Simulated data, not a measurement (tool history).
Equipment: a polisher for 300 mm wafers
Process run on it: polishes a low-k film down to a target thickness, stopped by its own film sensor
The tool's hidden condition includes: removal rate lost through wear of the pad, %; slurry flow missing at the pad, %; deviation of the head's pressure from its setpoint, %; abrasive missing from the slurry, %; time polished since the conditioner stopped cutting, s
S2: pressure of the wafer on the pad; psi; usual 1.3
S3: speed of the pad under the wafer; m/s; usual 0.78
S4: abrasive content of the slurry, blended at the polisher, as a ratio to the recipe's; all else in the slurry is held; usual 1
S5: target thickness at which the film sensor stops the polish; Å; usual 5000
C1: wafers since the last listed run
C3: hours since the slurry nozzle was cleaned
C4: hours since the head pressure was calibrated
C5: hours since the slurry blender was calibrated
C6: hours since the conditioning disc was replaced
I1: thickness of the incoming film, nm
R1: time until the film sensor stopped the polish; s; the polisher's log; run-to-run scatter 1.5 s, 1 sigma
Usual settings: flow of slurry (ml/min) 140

run 1 day=0 | flow_of_slurry_(ml/min)=140 S2=1.3 S3=0.78 S4=1 S5=5000 | C1=0 wafers_polished_on_this_pad=944 C3=382.5 C4=1149.6 C5=136.8 C6=133 | I1=521.6 | R1=92
-- day=0.496 head pressure recalibrated
-- day=1.546 slurry nozzle cleaned
run 2 day=4.029 | flow_of_slurry_(ml/min)=140 S2=1.3 S3=0.78 S4=1 S5=5000 | C1=644 wafers_polished_on_this_pad=1588 C3=59.6 C4=84.8 C5=233.5 C6=229.7 | I1=519.9 | R1=89.8
run 3 day=6.75 | flow_of_slurry_(ml/min)=140 S2=1.3 S3=0.72 S4=1 S5=5000 | C1=448 wafers_polished_on_this_pad=2037 C3=124.9 C4=150.1 C5=298.8 C6=295 | I1=521.7 | R1=106.3
-- day=7.483 slurry blender recalibrated
-- day=7.946 worn pad replaced by a new one
run 4 day=8.988 | flow_of_slurry_(ml/min)=140 S2=1.3 S3=0.72 S4=1 S5=5000 | C1=327 wafers_polished_on_this_pad=171 C3=178.6 C4=203.8 C5=36.1 C6=348.7 | I1=524.1 | R1=106.4
-- day=11.254 conditioning disc replaced and pad reconditioned
run 5 day=12.675 | flow_of_slurry_(ml/min)=140 S2=1.3 S3=0.72 S4=1 S5=5000 | C1=594 wafers_polished_on_this_pad=766 C3=267.1 C4=292.3 C5=124.6 C6=34.1 | I1=511.5 | R1=50.2
run 6 day=16.479 | flow_of_slurry_(ml/min)=180 S2=1.3 S3=0.78 S4=1 S5=5000 | C1=627 wafers_polished_on_this_pad=1394 C3=358.4 C4=383.6 C5=215.9 C6=125.4 | I1=523.3 | R1=102.7
run 7 day=20.333 | flow_of_slurry_(ml/min)=180 S2=1.3 S3=0.78 S4=1 S5=5000 | C1=635 wafers_polished_on_this_pad=2029 C3=450.9 C4=476.1 C5=308.4 C6=217.9 | I1=520.7 | R1=90.2
-- day=20.729 slurry blender recalibrated
run 8 day=22.754 | flow_of_slurry_(ml/min)=180 S2=1.3 S3=0.78 S4=1 S5=5000 | C1=385 wafers_polished_on_this_pad=2415 C3=509 C4=534.2 C5=48.6 C6=276 | I1=524 | R1=92.4
-- day=23.175 worn pad replaced by a new one
-- day=24.533 slurry nozzle cleaned
run 9 day=25.471 | flow_of_slurry_(ml/min)=140 S2=1.3 S3=0.78 S4=1.1 S5=5000 | C1=413 wafers_polished_on_this_pad=371 C3=22.5 C4=599.4 C5=113.8 C6=341.2 | I1=514.5 | R1=60.7
run 10 day=29.158 | flow_of_slurry_(ml/min)=140 S2=1.3 S3=0.78 S4=1.25 S5=5000 | C1=608 wafers_polished_on_this_pad=980 C3=111 C4=687.9 C5=202.3 C6=429.7 | I1=521.1 | R1=84.2
run 11 day=32.012 | flow_of_slurry_(ml/min)=140 S2=1.3 S3=0.78 S4=1.25 S5=5000 | C1=470 wafers_polished_on_this_pad=1451 C3=179.5 C4=756.4 C5=270.8 C6=498.2 | I1=518.9 | R1=80.9
-- day=32.121 conditioning disc replaced and pad reconditioned
-- day=35.575 slurry blender recalibrated
run 12 day=35.608 | flow_of_slurry_(ml/min)=140 S2=1.3 S3=0.78 S4=1.25 S5=5000 | C1=565 wafers_polished_on_this_pad=2016 C3=265.8 C4=842.7 C5=0.8 C6=83.7 | I1=522.8 | R1=86.2
-- day=37.608 worn pad replaced by a new one
run 13 day=39.483 | flow_of_slurry_(ml/min)=140 S2=1.3 S3=0.78 S4=1 S5=5000 | C1=611 wafers_polished_on_this_pad=309 C3=358.8 C4=935.7 C5=93.8 C6=176.7 | I1=519 | R1=79.2
run 14 day=41.529 | flow_of_slurry_(ml/min)=120 S2=1.3 S3=0.78 S4=1 S5=5000 | C1=337 wafers_polished_on_this_pad=646 C3=407.9 C4=984.8 C5=142.9 C6=225.8 | I1=513 | R1=55.4
-- day=43.9 slurry nozzle cleaned
run 15 day=45.821 | flow_of_slurry_(ml/min)=140 S2=1.3 S3=0.78 S4=1 S5=5000 | C1=701 wafers_polished_on_this_pad=1347 C3=46.1 C4=1087.8 C5=245.9 C6=328.8 | I1=520 | R1=88.5
-- day=47.917 slurry blender recalibrated
-- day=48.288 head pressure recalibrated
run 16 day=48.308 | flow_of_slurry_(ml/min)=190 S2=1.3 S3=0.78 S4=1 S5=4980 | C1=382 wafers_polished_on_this_pad=1730 C3=105.8 C4=0.5 C5=9.4 C6=388.5 | I1=525 | R1=101.4
run 17 day=49.988 | flow_of_slurry_(ml/min)=140 S2=1.5 S3=0.78 S4=1 S5=4970 | C1=277 wafers_polished_on_this_pad=2007 C3=146.1 C4=40.8 C5=49.7 C6=428.8 | I1=529.1 | R1=117.4
-- day=50.442 worn pad replaced by a new one
run 18 day=51.804 | flow_of_slurry_(ml/min)=140 S2=0.8 S3=0.78 S4=1 S5=5000 | C1=272 wafers_polished_on_this_pad=225 C3=189.7 C4=84.4 C5=93.3 C6=472.4 | I1=518.1 | R1=93.9
-- day=53.733 conditioning disc replaced and pad reconditioned
run 19 day=55.429 | flow_of_slurry_(ml/min)=140 S2=1.3 S3=0.64 S4=1.25 S5=5000 | C1=584 wafers_polished_on_this_pad=809 C3=276.7 C4=171.4 C5=180.3 C6=40.7 | I1=517 | R1=76
run 20 day=58.071 | flow_of_slurry_(ml/min)=140 S2=1.3 S3=0.78 S4=1 S5=5000 | C1=435 wafers_polished_on_this_pad=1245 C3=340.1 C4=234.8 C5=243.7 C6=104.1 | I1=517.2 | R1=74.7
run 21 day=59.908 | flow_of_slurry_(ml/min)=120 S2=1.3 S3=0.9 S4=1.2 S5=5000 | C1=303 wafers_polished_on_this_pad=1548 C3=384.2 C4=278.9 C5=287.8 C6=148.2 | I1=518.7 | R1=72.5
-- day=61.579 slurry nozzle cleaned
-- day=63.108 slurry blender recalibrated
run 22 day=64.108 | flow_of_slurry_(ml/min)=140 S2=1 S3=0.9 S4=1 S5=5000 | C1=672 wafers_polished_on_this_pad=2220 C3=60.7 C4=379.7 C5=24 C6=249 | I1=510.6 | R1=44.9
-- day=65.071 worn pad replaced by a new one
run 23 day=65.696 | flow_of_slurry_(ml/min)=140 S2=1.3 S3=0.78 S4=1 S5=5000 | C1=234 wafers_polished_on_this_pad=102 C3=98.8 C4=417.8 C5=62.1 C6=287.1 | I1=518.3 | R1=76.4
run 24 day=67.404 | flow_of_slurry_(ml/min)=100 S2=1.3 S3=0.78 S4=0.75 S5=5000 | C1=281 wafers_polished_on_this_pad=384 C3=139.8 C4=458.8 C5=103.1 C6=328.1 | I1=518.2 | R1=88.4

For each run, the measured value with the value that run would have given without the tool's hidden condition subtracted. The run-to-run variation is shared by both, the gauge scatter possibly not:
run=1 R1=+5.4
run=2 R1=+8.4
run=3 R1=+12.6
run=4 R1=+3.3
run=5 R1=+3
run=6 R1=+9.6
run=7 R1=+11.7
run=8 R1=+2.3
run=9 R1=+2.7
run=10 R1=+5.9
run=11 R1=+7.6
run=12 R1=+1.1
run=13 R1=+3.5
run=14 R1=+3.3
run=15 R1=+8.7
run=16 R1=+1
run=17 R1=+2.6
run=18 R1=+3.4
run=19 R1=+4.6
run=20 R1=+6.6
run=21 R1=+7.2
run=22 R1=+0.4
run=23 R1=+1.8
run=24 R1=+3.4
